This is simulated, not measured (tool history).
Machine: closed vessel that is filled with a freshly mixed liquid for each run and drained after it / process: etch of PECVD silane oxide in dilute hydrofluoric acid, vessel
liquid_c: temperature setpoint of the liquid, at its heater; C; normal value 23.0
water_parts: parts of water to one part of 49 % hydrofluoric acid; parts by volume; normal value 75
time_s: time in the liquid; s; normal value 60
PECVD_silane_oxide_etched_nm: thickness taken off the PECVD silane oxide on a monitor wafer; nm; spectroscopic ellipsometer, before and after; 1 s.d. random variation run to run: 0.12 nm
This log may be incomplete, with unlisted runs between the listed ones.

run	hour	liquid_c	water_parts	time_s	read-back film thickness of the PECVD silane oxide reference wafer, read on the same gauge (nm)	PECVD_silane_oxide_etched_nm
1	0.0	23.0	65	60	150.04	33.07
2	18.1	23.0	90	60	149.99	22.97
3	33.0	23.0	90	60	149.98	22.98
4	59.1	23.0	75	60	150.04	28.06
5	90.3	25.5	105	60	149.97	21.40
6	121.5	25.0	75	60	150.00	30.31
7	144.8	23.0	75	45	150.04	20.91
8	157.3	23.0	75	45	149.96	21.01
9	174.0	23.0	75	60	149.95	28.25
10	187.6	23.0	75	35	150.00	16.42
11	207.6	23.0	75	35	150.01	16.31
12	228.3	23.0	75	60	149.98	28.00
13	241.4	23.0	75	60	150.04	28.07
14	260.4	24.5	75	60	149.99	29.58
15	330.2	28.0	75	60	150.00	35.44
16	353.8	26.0	100	75	150.04	29.44
17	460.7	23.0	65	85	149.98	47.87
18	530.2	23.0	75	60	150.01	28.80
19	558.3	20.5	105	50	150.03	14.93
20	590.4	23.0	75	60	149.98	28.72
21	611.6	23.0	55	60	149.99	40.07
22	645.6	20.0	90	90	149.97	30.91
23	661.1	23.0	75	60	150.03	28.90
24	676.5	23.0	75	50	149.97	23.82
25	702.1	27.0	50	70	150.04	61.55
26	720.5	18.5	75	30	149.98	11.86
27	751.4	26.5	35	70	150.01	87.05
28	770.8	26.5	75	60	149.98	32.94
29	792.4	23.0	75	60	149.97	28.45
30	832.4	27.0	90	60	150.00	27.37
31	859.3	20.0	90	60	149.98	20.68
32	889.3	23.0	75	60	150.04	28.45
33	905.7	23.0	75	75	150.03	35.64

Put back what was entered between runs (3 entries, withheld): which listed runs does each sit between, and how does the hidden state differ from the listed run before to the listed run after?
Between runs 13 and 14: gauge calibrated (hour 257.3)
  hydrofluoric acid flow below the setpoint (%): 2.74 -> 2.77
  measured less the result without the state, PECVD_silane_oxide_etched_nm: -0.86 -> -0.93 nm
Between runs 14 and 15: hydrofluoric acid flow meter replaced (hour 280.7)
  hydrofluoric acid flow below the setpoint (%): 2.77 -> 0.105
  measured less the result without the state, PECVD_silane_oxide_etched_nm: -0.93 -> -0.04 nm
Between runs 15 and 16: thermometer replaced (hour 343.5)
  hydrofluoric acid flow below the setpoint (%): 0.105 -> 0.147
  measured less the result without the state, PECVD_silane_oxide_etched_nm: -0.04 -> -0.05 nm
